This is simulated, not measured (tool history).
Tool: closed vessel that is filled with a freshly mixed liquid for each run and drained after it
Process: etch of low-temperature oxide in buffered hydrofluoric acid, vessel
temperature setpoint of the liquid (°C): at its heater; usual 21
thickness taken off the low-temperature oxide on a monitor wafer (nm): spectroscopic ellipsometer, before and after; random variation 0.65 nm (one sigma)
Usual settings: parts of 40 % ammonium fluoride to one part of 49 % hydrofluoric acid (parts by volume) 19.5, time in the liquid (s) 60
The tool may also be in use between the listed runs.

| run | hour | temperature setpoint of the liquid (°C) | parts of 40 % ammonium fluoride to one part of 49 % hydrofluoric acid (parts by volume) | time in the liquid (s) | read-back film thickness of the low-temperature oxide reference wafer, read on the same gauge (nm) | thickness taken off the low-temperature oxide on a monitor wafer (nm) |
|---|---|---|---|---|---|---|
| 1 | 0 | 21 | 19.5 | 80 | 149.99 | 169.14 |
| 2 | 71.9 | 21 | 19.5 | 80 | 150 | 168.43 |
|  | 272.7 | gauge calibrated |
|  | 322.6 | thermometer replaced |
| 3 | 381.3 | 21 | 19.5 | 60 | 149.98 | 125.87 |
| 4 | 478.4 | 21 | 19.5 | 60 | 150.02 | 127.2 |
| 5 | 650.2 | 21 | 19.5 | 60 | 150.01 | 127.36 |
| 6 | 738.3 | 21 | 19.5 | 60 | 150.01 | 125.74 |
| 7 | 831.7 | 21 | 19.5 | 60 | 150.01 | 126.27 |
| 8 | 926.6 | 21 | 19.5 | 60 | 149.97 | 127.08 |
| 9 | 999.4 | 21 | 19.5 | 60 | 149.98 | 127.51 |
| 10 | 1045.3 | 21 | 19.5 | 60 | 150.01 | 125.67 |
|  | 1075.4 | thermometer replaced |
| 11 | 1137.6 | 21 | 19.5 | 60 | 150.01 | 127.05 |
| 12 | 1212.2 | 19.5 | 19.5 | 75 | 149.98 | 146.15 |
| 13 | 1279 | 21 | 16 | 30 | 149.99 | 76.66 |
| 14 | 1347.5 | 25 | 19.5 | 60 | 150 | 157.02 |
| 15 | 1452.6 | 25 | 19.5 | 60 | 149.99 | 157.87 |
| 16 | 1491.2 | 25 | 23 | 30 | 149.98 | 69.46 |
| 17 | 1534.4 | 21 | 15 | 60 | 150.02 | 163.5 |
|  | 1560.7 | hydrofluoric acid flow meter replaced |
| 18 | 1610.8 | 25 | 19.5 | 60 | 150.01 | 157.95 |
| 19 | 1708.9 | 21 | 14 | 30 | 150.01 | 87.85 |
| 20 | 1782.5 | 26 | 22.5 | 30 | 149.98 | 75.71 |
| 21 | 1851.6 | 17 | 19.5 | 40 | 150 | 68.27 |
| 22 | 1891.5 | 25 | 19.5 | 60 | 150 | 158 |
|  | 1895.5 | thermometer replaced |
| 23 | 1981.1 | 18 | 26 | 35 | 150 | 50.78 |
| 24 | 2023.6 | 21 | 19.5 | 60 | 150 | 126.44 |
| 25 | 2092.4 | 21 | 19.5 | 60 | 150.02 | 126.15 |
| 26 | 2163.3 | 17.5 | 22.5 | 70 | 150 | 109.71 |
|  | 2183.9 | gauge calibrated |
| 27 | 2269.7 | 22.5 | 16 | 60 | 150 | 167.16 |
| 28 | 2311.1 | 21 | 13 | 95 | 150.02 | 300.05 |
| 29 | 2407.7 | 24 | 24.5 | 60 | 150 | 126.57 |
| 30 | 2465.2 | 24 | 19.5 | 35 | 150 | 87.85 |
| 31 | 2544.8 | 21 | 17 | 75 | 150 | 181.9 |
|  | 2603.9 | thermometer replaced |
| 32 | 2652.5 | 25.5 | 16.5 | 45 | 150.01 | 143.02 |

What the log doesn't show, run by run:
liquid hotter than its thermometer reads (K): 0 in every run
hydrofluoric acid flow above the setpoint (%): 0 in every run
gauge reads high (%): 0 in every run

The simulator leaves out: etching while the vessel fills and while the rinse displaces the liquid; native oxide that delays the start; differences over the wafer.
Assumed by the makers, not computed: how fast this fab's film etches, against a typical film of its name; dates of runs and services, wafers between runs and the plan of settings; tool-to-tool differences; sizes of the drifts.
